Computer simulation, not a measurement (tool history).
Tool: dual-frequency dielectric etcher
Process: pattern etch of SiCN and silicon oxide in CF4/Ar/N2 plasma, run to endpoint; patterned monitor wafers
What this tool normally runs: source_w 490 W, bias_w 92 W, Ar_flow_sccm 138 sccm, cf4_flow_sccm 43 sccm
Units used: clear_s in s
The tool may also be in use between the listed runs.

run,day,source_w,bias_w,Ar_flow_sccm,cf4_flow_sccm,"incoming incoming film thickness, nm",clear_s
1,0.000,490,92,138,43,11.00,11.6
2,4.325,490,92,138,43,11.09,11.4
3,5.925,490,74,138,43,10.92,12.9
# day 7.246: CF4 flow controller replaced
4,8.762,490,92,131,43,11.00,11.3
# day 9.575: source power generator calibrated
5,11.546,490,92,131,43,10.94,11.1
# day 12.571: Ar flow controller replaced
6,13.950,490,92,122,43,11.04,11.1
7,15.388,490,100,138,43,10.97,10.6
# day 16.879: upper electrode replaced
8,16.900,380,92,138,43,10.89,13.4
9,18.600,490,92,114,43,10.89,10.7
10,21.158,450,79,118,49,10.95,12.0
# day 23.329: wet clean of the chamber
11,23.350,490,92,138,43,10.94,11.5
12,25.354,490,92,138,40,11.10,12.1
# day 26.050: bias power generator calibrated
13,26.842,490,92,162,40,10.98,12.3
14,29.608,490,92,138,39,11.00,11.8
15,31.958,390,92,124,37,11.10,13.8
16,33.650,490,92,138,33,11.13,12.3
17,36.312,490,92,131,43,10.95,11.2
18,41.946,490,92,138,43,10.99,11.3
19,44.938,490,92,138,43,11.02,11.4
20,46.233,490,92,114,49,10.92,10.4

Estimate the outcome of run 21 from the log above:
# day 48.375: wet clean of the chamber
21,48.650,490,92,138,43,10.98,?

clear_s: 11.6 s
Without the tool's hidden state the same run would have given clear_s 11.7 s.
